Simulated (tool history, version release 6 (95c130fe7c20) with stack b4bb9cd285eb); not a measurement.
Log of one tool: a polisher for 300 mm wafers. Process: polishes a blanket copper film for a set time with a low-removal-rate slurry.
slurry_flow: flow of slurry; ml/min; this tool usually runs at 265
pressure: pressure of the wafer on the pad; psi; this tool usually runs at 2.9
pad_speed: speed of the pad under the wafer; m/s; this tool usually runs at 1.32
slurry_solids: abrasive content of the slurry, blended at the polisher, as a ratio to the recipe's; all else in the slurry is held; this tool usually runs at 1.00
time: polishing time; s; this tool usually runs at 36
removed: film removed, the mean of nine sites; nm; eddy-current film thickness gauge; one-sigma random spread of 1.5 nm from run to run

run    hour  slurry_flow  pressure  pad_speed  slurry_solids  time  wafers since the last listed run  wafers polished on this pad  hours since the slurry nozzle was cleaned  hours since the head pressure was calibrated  hours since the slurry blender was calibrated  incoming thickness of the incoming film, nm  removed
  1     0.0          265       2.6       1.32           1.00    36                                 0                          894                                      359.3                                         221.0                                          101.7                                       1000.8    103.5
      146.8  -- worn pad replaced by a new one
      153.8  -- slurry blender recalibrated
  2   201.1          265       2.6       1.32           1.00    36                              1414                          379                                      560.4                                         422.1                                           47.3                                       1006.1    101.8
      214.8  -- slurry nozzle cleaned
  3   252.6          265       2.6       1.32           1.00    36                               366                          745                                       37.8                                         473.6                                           98.8                                       1011.7    101.9
  4   316.5          265       2.9       0.98           1.00    36                               463                         1208                                      101.7                                         537.5                                          162.7                                        991.8     88.5
  5   353.3          265       2.9       0.98           1.00    36                               266                         1475                                      138.5                                         574.3                                          199.5                                       1017.9     89.3
      415.6  -- slurry blender recalibrated
      424.1  -- worn pad replaced by a new one
  6   445.7          265       2.9       1.32           1.00    36                               626                          156                                      230.9                                         666.7                                           30.1                                        999.8    106.1
  7   519.5          265       2.9       1.32           1.00    36                               535                          692                                      304.7                                         740.5                                          103.9                                       1001.6    103.2
  8   560.3          265       2.9       1.32           1.00    36                               295                          987                                      345.5                                         781.3                                          144.7                                        996.0    105.0
      600.1  -- slurry blender recalibrated, repeated, since the last time left the tool worse
  9   625.9          205       3.3       1.32           1.00    36                               461                         1449                                      411.1                                         846.9                                           25.8                                       1013.3    123.6
      659.8  -- worn pad replaced by a new one
 10   668.0          265       2.9       1.32           1.00    36                               276                           59                                      453.2                                         889.0                                           67.9                                        996.3    115.7
 11   772.8          265       2.9       1.32           1.00    36                               759                          819                                      558.0                                         993.8                                          172.7                                        983.6    111.4
 12   811.8          265       2.9       1.48           1.00    40                               282                         1102                                      597.0                                        1032.8                                          211.7                                        984.0    138.1
      853.2  -- slurry nozzle cleaned
      854.4  -- head pressure recalibrated
      857.7  -- slurry blender recalibrated
 13   875.5          265       2.1       0.88           1.00    36                               431                         1533                                       22.3                                          21.1                                           17.8                                        998.6     59.8
      946.5  -- worn pad replaced by a new one
 14   947.8          265       2.9       1.32           1.00    36                               495                            9                                       94.6                                          93.4                                           90.1                                        991.2    114.3
 15   987.8          265       3.7       1.32           1.00    41                               290                          299                                      134.6                                         133.4                                          130.1                                        999.0    165.0
 16  1060.8          305       2.9       1.78           0.75    31                               529                          828                                      207.6                                         206.4                                          203.1                                        998.4    120.9
     1121.0  -- slurry blender recalibrated
     1236.6  -- worn pad replaced by a new one
 17  1241.7          300       2.9       1.70           1.00    46                              1268                           37                                      388.5                                         387.3                                          120.7                                       1015.0    182.5
 18  1328.8          265       2.9       1.64           0.90    36                               631                          668                                      475.6                                         474.4                                          207.8                                       1003.2    131.4

Each row is a separate what-if for the run after 18, all from the same tool condition, not one after another. Results?
  A  1329.2          355       2.9       1.32           1.00    36                                 2                          671                                      476.0                                         474.8                                          208.2                                       1008.9        ?
  B  1329.2          330       2.9       1.72           1.00    36                                 2                          671                                      476.0                                         474.8                                          208.2                                       1008.9        ?
  C  1329.2          265       2.9       1.58           1.15    36                                 2                          671                                      476.0                                         474.8                                          208.2                                       1008.9        ?
  D  1329.2          340       2.6       1.32           1.00    36                                 2                          671                                      476.0                                         474.8                                          208.2                                       1008.9        ?

run  removed
  A    119.1
  B    147.5
  C    138.3
  D    106.4
Take away the tool's hidden state, keep each run's random variation, and the runs would have read:
run  removed
  A    121.8
  B    150.8
  C    141.5
  D    108.8
